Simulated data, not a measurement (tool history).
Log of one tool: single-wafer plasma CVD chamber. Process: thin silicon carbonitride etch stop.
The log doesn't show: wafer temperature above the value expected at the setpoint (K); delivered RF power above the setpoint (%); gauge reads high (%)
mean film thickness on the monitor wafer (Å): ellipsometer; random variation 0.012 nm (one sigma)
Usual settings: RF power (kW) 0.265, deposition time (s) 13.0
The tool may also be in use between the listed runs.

run   hour  RF power (kW)  deposition time (s)  wafers since the last listed run  hours since the last thermocouple change  hours since the last RF generator calibration  hours since the showerhead was replaced  hours since the gauge calibration  read-back reference wafer on the same gauge, thickness_nm  mean film thickness on the monitor wafer (Å)
  1    0.0          0.250                 13.0                                 0                                    1113.2                                          377.7                                   2559.5                              675.7                                                      7.911                                         78.84
  2   60.5          0.265                 12.2                              1546                                    1173.7                                          438.2                                   2620.0                              736.2                                                      7.912                                         74.53
  3  131.6          0.265                 12.2                              1817                                    1244.8                                          509.3                                   2691.1                              807.3                                                      7.911                                         74.52
  4  168.1          0.265                 12.2                               933                                    1281.3                                          545.8                                   2727.6                              843.8                                                      7.909                                         74.49
  5  298.9          0.265                 13.0                              3344                                    1412.1                                          676.6                                   2858.4                              974.6                                                      7.907                                         79.17
  6  365.4          0.265                 13.0                              1700                                    1478.6                                          743.1                                   2924.9                             1041.1                                                      7.910                                         79.24
  7  414.2          0.280                 13.0                              1247                                    1527.4                                          791.9                                   2973.7                             1089.9                                                      7.908                                         80.00
  8  504.6          0.280                 13.0                              2311                                    1617.8                                          882.3                                   3064.1                             1180.3                                                      7.911                                         79.66
     521.4  -- RF generator calibrated
  9  589.5          0.265                 13.0                              1966                                    1702.7                                           68.1                                   3149.0                             1265.2                                                      7.906                                         79.91
 10  657.5          0.265                 13.0                              1738                                    1770.7                                          136.1                                   3217.0                             1333.2                                                      7.912                                         79.66

Run 11 comes next. What will it give?
     721.0  -- thermocouple changed; heater temperature recalibrated
 11  892.6          0.265                 13.0                              5806                                     171.6                                          371.2                                   3452.1                             1568.3                                                          ?                                             ?

Run 11 gave read-back reference wafer on the same gauge, thickness_nm 7.913, mean film thickness on the monitor wafer (Å) 79.39.
Without the tool's hidden state the same run would have given mean film thickness on the monitor wafer (Å) 79.61.
